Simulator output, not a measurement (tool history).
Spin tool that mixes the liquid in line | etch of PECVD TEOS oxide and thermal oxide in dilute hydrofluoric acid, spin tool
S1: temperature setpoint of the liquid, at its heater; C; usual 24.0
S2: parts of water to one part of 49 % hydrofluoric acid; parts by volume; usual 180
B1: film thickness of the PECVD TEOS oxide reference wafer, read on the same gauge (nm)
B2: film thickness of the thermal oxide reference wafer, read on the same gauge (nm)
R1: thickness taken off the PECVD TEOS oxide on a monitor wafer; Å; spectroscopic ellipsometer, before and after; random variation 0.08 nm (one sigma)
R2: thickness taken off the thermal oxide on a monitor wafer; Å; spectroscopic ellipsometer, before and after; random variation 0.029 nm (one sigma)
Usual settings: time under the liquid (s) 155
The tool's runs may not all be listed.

{"run": 1, "hour": 0.0, "S1": 24.0, "S2": 180, "time under the liquid (s)": 155, "B1": 40.0, "B2": 89.988, "R1": 106.3, "R2": 30.66}
{"run": 2, "hour": 40.3, "S1": 24.0, "S2": 180, "time under the liquid (s)": 155, "B1": 40.05, "B2": 89.984, "R1": 107.3, "R2": 30.97}
{"hour": 62.1, "done": "thermometer replaced"}
{"run": 3, "hour": 94.7, "S1": 24.0, "S2": 180, "time under the liquid (s)": 155, "B1": 40.0, "B2": 90.023, "R1": 107.0, "R2": 30.62}
{"run": 4, "hour": 188.7, "S1": 24.0, "S2": 265, "time under the liquid (s)": 200, "B1": 40.0, "B2": 89.989, "R1": 85.3, "R2": 24.78}
{"hour": 188.8, "done": "gauge calibrated"}
{"hour": 200.3, "done": "hydrofluoric acid flow meter replaced"}
{"run": 5, "hour": 228.4, "S1": 19.0, "S2": 235, "time under the liquid (s)": 235, "B1": 39.93, "B2": 89.989, "R1": 96.4, "R2": 28.38}
{"run": 6, "hour": 289.3, "S1": 24.0, "S2": 180, "time under the liquid (s)": 130, "B1": 40.0, "B2": 90.005, "R1": 89.9, "R2": 26.07}
{"run": 7, "hour": 342.9, "S1": 21.0, "S2": 180, "time under the liquid (s)": 90, "B1": 40.03, "B2": 89.995, "R1": 55.5, "R2": 16.08}
{"run": 8, "hour": 401.1, "S1": 24.0, "S2": 180, "time under the liquid (s)": 155, "B1": 39.97, "B2": 89.983, "R1": 107.0, "R2": 30.86}
{"run": 9, "hour": 461.7, "S1": 24.0, "S2": 180, "time under the liquid (s)": 155, "B1": 40.02, "B2": 90.0, "R1": 107.4, "R2": 30.73}
{"run": 10, "hour": 514.2, "S1": 24.0, "S2": 95, "time under the liquid (s)": 155, "B1": 40.01, "B2": 89.994, "R1": 223.7, "R2": 64.76}
{"run": 11, "hour": 581.5, "S1": 21.0, "S2": 180, "time under the liquid (s)": 155, "B1": 39.98, "B2": 89.981, "R1": 96.1, "R2": 27.54}
{"run": 12, "hour": 659.0, "S1": 24.0, "S2": 180, "time under the liquid (s)": 195, "B1": 40.04, "B2": 89.967, "R1": 135.9, "R2": 39.44}
{"run": 13, "hour": 731.6, "S1": 24.0, "S2": 180, "time under the liquid (s)": 155, "B1": 39.94, "B2": 90.006, "R1": 107.8, "R2": 30.68}
{"run": 14, "hour": 792.9, "S1": 26.5, "S2": 180, "time under the liquid (s)": 155, "B1": 39.97, "B2": 89.999, "R1": 119.6, "R2": 33.46}
{"run": 15, "hour": 833.3, "S1": 20.5, "S2": 210, "time under the liquid (s)": 105, "B1": 39.97, "B2": 89.995, "R1": 53.2, "R2": 15.11}
{"hour": 837.8, "done": "hydrofluoric acid flow meter replaced"}
{"run": 16, "hour": 895.3, "S1": 22.0, "S2": 155, "time under the liquid (s)": 120, "B1": 39.95, "B2": 89.989, "R1": 92.7, "R2": 27.14}
{"run": 17, "hour": 1000.3, "S1": 24.0, "S2": 240, "time under the liquid (s)": 155, "B1": 39.95, "B2": 89.967, "R1": 75.8, "R2": 22.24}
{"run": 18, "hour": 1041.4, "S1": 20.0, "S2": 180, "time under the liquid (s)": 155, "B1": 40.02, "B2": 90.007, "R1": 92.2, "R2": 26.35}
{"run": 19, "hour": 1087.4, "S1": 24.0, "S2": 180, "time under the liquid (s)": 155, "B1": 40.0, "B2": 90.003, "R1": 107.2, "R2": 30.79}
{"run": 20, "hour": 1186.1, "S1": 24.0, "S2": 180, "time under the liquid (s)": 155, "B1": 39.97, "B2": 89.977, "R1": 107.9, "R2": 31.17}
{"run": 21, "hour": 1242.2, "S1": 24.0, "S2": 110, "time under the liquid (s)": 155, "B1": 39.98, "B2": 90.004, "R1": 192.4, "R2": 54.85}
{"run": 22, "hour": 1310.4, "S1": 24.0, "S2": 180, "time under the liquid (s)": 190, "B1": 39.99, "B2": 89.992, "R1": 131.8, "R2": 37.89}
{"run": 23, "hour": 1365.9, "S1": 24.0, "S2": 180, "time under the liquid (s)": 155, "B1": 40.01, "B2": 89.989, "R1": 108.0, "R2": 31.18}
{"hour": 1429.2, "done": "hydrofluoric acid flow meter replaced"}
{"run": 24, "hour": 1462.4, "S1": 25.5, "S2": 130, "time under the liquid (s)": 100, "B1": 40.01, "B2": 89.999, "R1": 107.9, "R2": 31.38}
{"run": 25, "hour": 1512.0, "S1": 24.0, "S2": 180, "time under the liquid (s)": 155, "B1": 40.02, "B2": 89.989, "R1": 107.0, "R2": 30.47}
{"run": 26, "hour": 1568.8, "S1": 24.0, "S2": 180, "time under the liquid (s)": 155, "B1": 39.98, "B2": 89.967, "R1": 106.6, "R2": 30.43}
{"run": 27, "hour": 1655.4, "S1": 19.0, "S2": 235, "time under the liquid (s)": 235, "B1": 40.01, "B2": 89.996, "R1": 97.8, "R2": 27.63}

Forecast each of these 3 alternatives for the next run:
{"run": "A", "hour": 1655.9, "S1": 24.0, "S2": 125, "time under the liquid (s)": 155, "B1": "?", "B2": "?", "R1": "?", "R2": "?"}
{"run": "B", "hour": 1655.9, "S1": 25.5, "S2": 180, "time under the liquid (s)": 155, "B1": "?", "B2": "?", "R1": "?", "R2": "?"}
{"run": "C", "hour": 1655.9, "S1": 26.5, "S2": 130, "time under the liquid (s)": 190, "B1": "?", "B2": "?", "R1": "?", "R2": "?"}

run=A B1=39.99 B2=89.977 R1=166.1 R2=47.14
run=B B1=39.99 B2=89.977 R1=114.5 R2=32.51
run=C B1=39.99 B2=89.977 R1=214.1 R2=60.78
Without the tool's hidden state the same runs would have given:
run=A R1=166.1 R2=47.14
run=B R1=114.5 R2=32.51
run=C R1=214.1 R2=60.78

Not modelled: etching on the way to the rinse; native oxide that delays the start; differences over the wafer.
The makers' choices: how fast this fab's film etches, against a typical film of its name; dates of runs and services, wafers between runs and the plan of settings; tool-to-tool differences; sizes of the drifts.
